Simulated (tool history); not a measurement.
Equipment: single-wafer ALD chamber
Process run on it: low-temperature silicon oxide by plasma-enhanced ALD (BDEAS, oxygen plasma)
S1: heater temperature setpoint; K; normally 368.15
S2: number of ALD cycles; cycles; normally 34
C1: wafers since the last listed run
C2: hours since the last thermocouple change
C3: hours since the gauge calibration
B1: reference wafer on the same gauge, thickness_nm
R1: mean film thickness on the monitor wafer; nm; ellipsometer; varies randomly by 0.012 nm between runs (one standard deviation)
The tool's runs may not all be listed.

run	hour	S1	S2	C1	C2	C3	B1	R1
1	0	368.15	34	0	1057.2	555.9	5.322	5.024
2	93.8	368.15	30	977	1151	649.7	5.321	4.441
3	148.9	368.15	34	574	1206.1	704.8	5.319	5.014
4	219.4	368.15	34	734	1276.6	775.3	5.322	5.013
5	294.2	368.15	34	779	1351.4	850.1	5.32	5.022
6	341.8	368.15	39	496	1399	897.7	5.322	5.744
# hour 395.7: gauge calibrated
7	419.9	368.15	39	813	1477.1	24.2	5.32	5.762
8	466.7	359.15	34	487	1523.9	71	5.316	5.175
9	517.2	368.15	34	526	1574.4	121.5	5.32	5.046
10	553.8	368.15	34	381	1611	158.1	5.319	5.013
# hour 606.3: thermocouple changed; heater temperature recalibrated
11	634.6	372.15	29	758	28.3	238.9	5.323	4.144
12	861.6	382.15	36	2365	255.3	465.9	5.323	5.047
13	968.4	358.15	30	1112	362.1	572.7	5.323	4.536
14	1018.1	373.15	28	517	411.8	622.4	5.321	4.022

Predict each of these 5 candidate next runs independently; none follows another, all start after run 14:
A	1018.6	368.15	34	5	412.3	622.9	?	?
B	1018.6	376.15	29	5	412.3	622.9	?	?
C	1018.6	364.15	39	5	412.3	622.9	?	?
D	1018.6	381.15	29	5	412.3	622.9	?	?
E	1018.6	360.15	29	5	412.3	622.9	?	?

run	B1	R1
A	5.32	4.973
B	5.32	4.119
C	5.32	5.787
D	5.32	4.08
E	5.32	4.365
What these runs would have given with no unlogged condition in the tool:
run	R1
A	4.914
B	4.093
C	5.72
D	4.055
E	4.314

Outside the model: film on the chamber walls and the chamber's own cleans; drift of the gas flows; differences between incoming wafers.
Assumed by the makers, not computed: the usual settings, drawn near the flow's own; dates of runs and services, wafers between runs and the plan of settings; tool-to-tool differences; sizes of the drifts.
